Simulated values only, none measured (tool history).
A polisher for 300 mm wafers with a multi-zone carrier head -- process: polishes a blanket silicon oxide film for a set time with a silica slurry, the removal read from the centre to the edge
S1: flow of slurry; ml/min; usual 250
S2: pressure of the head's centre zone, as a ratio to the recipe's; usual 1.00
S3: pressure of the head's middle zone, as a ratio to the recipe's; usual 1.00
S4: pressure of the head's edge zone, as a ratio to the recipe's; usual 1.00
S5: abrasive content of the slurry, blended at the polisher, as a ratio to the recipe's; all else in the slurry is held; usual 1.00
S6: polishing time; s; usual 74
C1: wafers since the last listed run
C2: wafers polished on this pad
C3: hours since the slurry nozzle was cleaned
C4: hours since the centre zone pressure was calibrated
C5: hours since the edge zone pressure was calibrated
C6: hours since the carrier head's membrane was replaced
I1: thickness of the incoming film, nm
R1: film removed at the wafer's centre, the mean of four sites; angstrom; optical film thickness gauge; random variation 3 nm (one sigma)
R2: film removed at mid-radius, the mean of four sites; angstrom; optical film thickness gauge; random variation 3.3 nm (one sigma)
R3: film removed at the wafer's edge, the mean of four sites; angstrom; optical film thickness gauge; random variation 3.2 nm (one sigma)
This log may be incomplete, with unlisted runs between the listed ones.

run   hour   S1    S2    S3    S4    S5  S6   C1    C2     C3     C4      C5      C6     I1    R1    R2    R3
  1    0.0  250  1.00  1.00  1.00  1.00  74    0   111  151.7  667.7   725.0  1535.5  901.0  2842  2570  2733
  2   35.4  250  1.00  1.00  1.00  1.00  74  348   459  187.1  703.1   760.4  1570.9  889.7  2869  2556  2685
      63.5  -- slurry nozzle cleaned
      90.0  -- centre zone pressure recalibrated
  3  121.7  250  1.00  1.00  1.00  1.00  74  820  1280   58.2   31.7   846.7  1657.2  887.9  2720  2556  2701
  4  152.2  250  1.00  1.00  1.00  1.00  74  300  1581   88.7   62.2   877.2  1687.7  883.3  2755  2557  2649
     189.9  -- worn pad replaced by a new one
  5  190.4  180  1.00  1.00  1.00  1.00  74  336     5  126.9  100.4   915.4  1725.9  886.8  2646  2492  2546
  6  209.0  250  1.00  1.00  0.93  1.00  82  183   188  145.5  119.0   934.0  1744.5  883.9  3074  2974  2819
  7  280.4  250  1.00  0.96  1.00  0.85  74  703   891  216.9  190.4  1005.4  1815.9  898.9  2574  2336  2453
     304.7  -- slurry nozzle cleaned
  8  305.2  250  1.00  1.00  0.90  1.25  55  234  1126    0.5  215.2  1030.2  1840.7  888.3  2340  2188  2099
  9  317.4  250  1.00  1.00  1.00  1.00  74  120  1246   12.7  227.4  1042.4  1852.9  891.7  2911  2634  2697
     320.9  -- edge zone pressure recalibrated
     322.9  -- carrier head's membrane replaced by a new one
 10  332.2  250  1.00  1.00  0.93  1.00  82  105  1352   27.5  242.2    11.3     9.3  880.4  3158  2846  2905
 11  364.1  250  0.93  1.00  1.00  1.00  74  314  1666   59.4  274.1    43.2    41.2  893.0  2698  2629  2635
     375.5  -- worn pad replaced by a new one
 12  399.1  250  1.00  1.00  1.00  1.00  74  305   232   94.4  309.1    78.2    76.2  904.4  2822  2592  2687
 13  414.8  250  1.00  1.00  0.93  1.00  82  154   386  110.1  324.8    93.9    91.9  887.1  3153  2865  2853
 14  433.2  285  1.07  1.00  1.11  1.00  74  181   568  128.5  343.2   112.3   110.3  892.9  3100  2624  2878
 15  455.0  250  1.00  1.00  1.10  1.10  90  214   783  150.3  365.0   134.1   132.1  881.6  3622  3305  3674
 16  471.4  170  1.00  1.00  1.00  1.00  81  161   944  166.7  381.4   150.5   148.5  891.7  2958  2670  2800
 17  507.3  250  1.00  1.00  1.00  1.00  74  353  1298  202.6  417.3   186.4   184.4  907.8  2883  2586  2658
 18  519.4  250  1.00  0.91  1.00  1.00  74  119  1417  214.7  429.4   198.5   196.5  885.5  2948  2470  2731
 19  536.1  250  1.00  1.00  1.00  1.00  74  164  1582  231.4  446.1   215.2   213.2  888.8  2861  2669  2683
     541.2  -- worn pad replaced by a new one
 20  568.8  250  1.00  0.93  1.00  0.75  74  282   271  264.1  478.8   247.9   245.9  897.0  2410  2131  2209
     584.3  -- slurry nozzle cleaned
 21  597.9  250  1.00  1.00  1.00  1.00  54  276   548   13.6  507.9   277.0   275.0  872.6  2143  1916  1941

4 ways to go on from here, each from the tool as it stands after run 21. What would each give?
  A  598.3  250  1.00  1.00  1.00  1.00  74   3  552  14.0  508.3  277.4  275.4  884.5   ?   ?   ?
  B  598.3  250  1.00  1.00  1.06  1.00  51   3  552  14.0  508.3  277.4  275.4  884.5   ?   ?   ?
  C  598.3  250  1.04  1.00  1.00  1.00  74   3  552  14.0  508.3  277.4  275.4  884.5   ?   ?   ?
  D  598.3  250  1.00  1.00  1.00  0.85  59   3  552  14.0  508.3  277.4  275.4  884.5   ?   ?   ?

run    R1    R2    R3
  A  2903  2618  2655
  B  2001  1804  1883
  C  2990  2617  2655
  D  2101  1895  1922
Had the tool no hidden state, the same runs would have come out as:
run    R1    R2    R3
  A  2671  2619  2655
  B  1841  1805  1883
  C  2752  2619  2655
  D  1933  1896  1922

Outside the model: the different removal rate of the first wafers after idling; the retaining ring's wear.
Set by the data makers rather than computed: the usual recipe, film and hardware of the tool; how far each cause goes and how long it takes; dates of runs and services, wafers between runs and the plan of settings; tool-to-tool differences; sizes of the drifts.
